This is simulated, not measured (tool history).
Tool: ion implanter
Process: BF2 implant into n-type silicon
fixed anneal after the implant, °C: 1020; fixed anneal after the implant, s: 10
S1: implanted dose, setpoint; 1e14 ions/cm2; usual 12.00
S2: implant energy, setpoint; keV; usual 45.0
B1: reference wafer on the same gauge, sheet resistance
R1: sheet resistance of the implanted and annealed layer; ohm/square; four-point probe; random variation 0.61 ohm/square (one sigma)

run     day     S1    S2      B1      R1
  1   0.000  12.00  45.0  124.05  120.19
  2   1.029  13.99  45.0  124.13  114.10
      1.996  -- gauge calibrated
  3   2.246  13.99  45.0  124.17  113.65
  4   3.446  13.99  45.0  123.88  112.92
  5   4.754  12.00  51.0  123.98  115.27
  6   5.642  12.00  51.0  124.18  114.71
  7   6.804  12.00  51.0  123.96  115.43
  8   7.779  12.00  45.0  124.01  120.17
  9   8.433  12.00  45.0  123.78  120.68
 10  11.171  12.00  45.0  123.89  119.98
 11  12.388  12.00  45.0  123.96  120.57
 12  12.971  12.00  45.0  124.04  119.52
 13  14.021  12.00  45.0  123.94  120.17
 14  14.950  12.00  39.0  123.59  127.03
 15  16.117  12.00  45.0  124.15  119.37
 16  17.333   8.61  29.5  123.75  164.73
 17  18.221  12.00  45.0  123.70  119.44
 18  18.954  13.08  30.0  123.92  139.48
     19.925  -- Faraday cup replaced and dose calibrated
 19  19.946  14.35  58.0  123.90  102.91
 20  20.683   9.16  59.5  123.91  132.54
 21  21.562  12.00  32.5  124.13  137.74
 22  23.025  12.00  45.0  123.93  120.83
     25.438  -- gauge calibrated
 23  26.888   9.76  35.0  123.57  145.93
 24  27.658  12.92  33.0  124.11  134.31

Forecast run 25:
     28.896  -- extraction supply calibrated
 25  28.946  14.35  57.5   ?   ?

{"run 25": {"B1": 123.95, "R1": 101.61}}
Without the tool's hidden state the same run would have given R1 101.61 ohm/square.
